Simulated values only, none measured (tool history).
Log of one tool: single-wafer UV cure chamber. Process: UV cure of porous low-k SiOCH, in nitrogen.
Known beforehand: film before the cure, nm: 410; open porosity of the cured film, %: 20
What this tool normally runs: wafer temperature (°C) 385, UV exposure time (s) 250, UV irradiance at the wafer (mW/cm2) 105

| run | hour | wafer temperature (°C) | UV exposure time (s) | UV irradiance at the wafer (mW/cm2) | loss of film thickness in the cure (%) |
|---|---|---|---|---|---|
| 1 | 0.0 | 385 | 175 | 133 | 9.441 |
| 2 | 8.8 | 385 | 175 | 133 | 9.426 |
| 3 | 26.1 | 385 | 175 | 133 | 9.097 |
| 4 | 36.9 | 385 | 250 | 105 | 9.675 |
| 5 | 47.2 | 385 | 250 | 105 | 9.672 |
| 6 | 58.7 | 372 | 250 | 105 | 9.438 |
| 7 | 66.9 | 372 | 250 | 105 | 9.306 |
| 8 | 82.4 | 372 | 250 | 105 | 9.165 |
| 9 | 88.7 | 396 | 250 | 89 | 8.980 |
| 10 | 103.9 | 396 | 250 | 89 | 8.673 |
| 11 | 114.8 | 385 | 250 | 105 | 9.114 |
|  | 126.5 | quartz window cleaned |
| 12 | 130.2 | 385 | 250 | 105 | 10.024 |
| 13 | 144.0 | 385 | 250 | 105 | 9.800 |
| 14 | 154.0 | 385 | 250 | 105 | 9.908 |
| 15 | 176.9 | 385 | 250 | 105 | 9.674 |
| 16 | 186.7 | 385 | 250 | 105 | 9.691 |
|  | 203.1 | UV bulbs replaced |
| 17 | 203.6 | 385 | 250 | 105 | 11.426 |
| 18 | 210.3 | 385 | 250 | 105 | 11.416 |
| 19 | 225.8 | 385 | 250 | 105 | 11.330 |
| 20 | 235.9 | 385 | 250 | 93 | 10.933 |
| 21 | 249.0 | 385 | 250 | 105 | 11.418 |
| 22 | 258.8 | 378 | 345 | 124 | 13.404 |
| 23 | 264.8 | 385 | 250 | 105 | 11.122 |
| 24 | 277.1 | 385 | 250 | 105 | 11.187 |
| 25 | 293.8 | 371 | 250 | 68 | 8.813 |
| 26 | 307.9 | 373 | 250 | 90 | 9.990 |
| 27 | 315.1 | 385 | 175 | 105 | 9.290 |
| 28 | 328.6 | 385 | 325 | 105 | 12.077 |
| 29 | 338.2 | 385 | 250 | 105 | 10.710 |
| 30 | 353.0 | 385 | 250 | 141 | 12.260 |
|  | 362.1 | quartz window cleaned |
| 31 | 366.1 | 404 | 150 | 105 | 9.489 |
| 32 | 372.8 | 377 | 150 | 144 | 10.646 |
| 33 | 390.5 | 385 | 250 | 105 | 11.526 |
| 34 | 402.6 | 403 | 185 | 70 | 8.712 |
| 35 | 418.2 | 401 | 160 | 79 | 8.427 |
| 36 | 436.1 | 404 | 350 | 75 | 11.511 |
| 37 | 445.1 | 371 | 250 | 68 | 8.897 |
| 38 | 460.2 | 385 | 140 | 105 | 8.511 |
| 39 | 469.8 | 404 | 365 | 105 | 13.334 |
| 40 | 482.4 | 385 | 250 | 105 | 10.944 |
| 41 | 500.2 | 365 | 190 | 105 | 9.296 |

Branching from run 41: 4 alternative next runs. What would each branch give?
| A | 500.6 | 385 | 250 | 105 | ? |
| B | 500.6 | 398 | 130 | 89 | ? |
| C | 500.6 | 403 | 160 | 127 | ? |
| D | 500.6 | 385 | 180 | 69 | ? |

| run | loss of film thickness in the cure (%) |
|---|---|
| A | 10.821 |
| B | 7.477 |
| C | 9.984 |
| D | 7.559 |
Without the tool's hidden state the same runs would have given:
| run | loss of film thickness in the cure (%) |
|---|---|
| A | 12.037 |
| B | 8.585 |
| C | 11.174 |
| D | 8.670 |
